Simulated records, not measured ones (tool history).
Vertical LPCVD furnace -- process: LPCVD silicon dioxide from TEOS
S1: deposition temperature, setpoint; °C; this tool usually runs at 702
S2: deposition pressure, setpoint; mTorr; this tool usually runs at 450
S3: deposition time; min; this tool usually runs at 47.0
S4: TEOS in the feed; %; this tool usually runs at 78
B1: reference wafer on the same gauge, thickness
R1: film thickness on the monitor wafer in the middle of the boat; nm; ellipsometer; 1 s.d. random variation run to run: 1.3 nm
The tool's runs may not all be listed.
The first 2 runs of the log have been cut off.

run     day   S1   S2    S3  S4      B1      R1
  3   3.296  702  450  47.0  78  539.75  518.15
  4   4.079  702  450  47.0  78  540.15  517.58
  5   4.446  702  450  47.0  71  540.18  495.80
  6   4.738  702  450  47.0  71  540.14  494.48
      5.792  -- pressure gauge zeroed
  7   5.812  702  450  47.0  78  539.95  519.45
  8   7.996  693  385  30.0  78  539.97  249.68
  9   8.792  702  450  55.0  78  540.05  606.78
 10   9.267  702  450  58.0  78  540.42  642.18
 11  11.571  702  450  47.0  78  539.97  521.27
     13.046  -- TEOS flow controller replaced
     13.054  -- gauge calibrated
 12  13.067  698  450  53.5  85  539.58  565.58
 13  13.267  702  450  54.0  78  540.19  598.23
 14  13.462  702  450  36.5  82  540.32  414.57
 15  13.875  702  450  47.0  71  540.13  495.22
 16  14.412  702  450  47.0  93  539.91  568.37

What does the tool deliver on the next run?
     15.888  -- thermocouples replaced and temperature profile calibrated
 17  15.908  702  450  47.0  78   ?   ?

Run 17 measured B1 539.85, R1 468.70 nm.
Minus the tool's unlogged condition, the same run would have read R1 467.78 nm.

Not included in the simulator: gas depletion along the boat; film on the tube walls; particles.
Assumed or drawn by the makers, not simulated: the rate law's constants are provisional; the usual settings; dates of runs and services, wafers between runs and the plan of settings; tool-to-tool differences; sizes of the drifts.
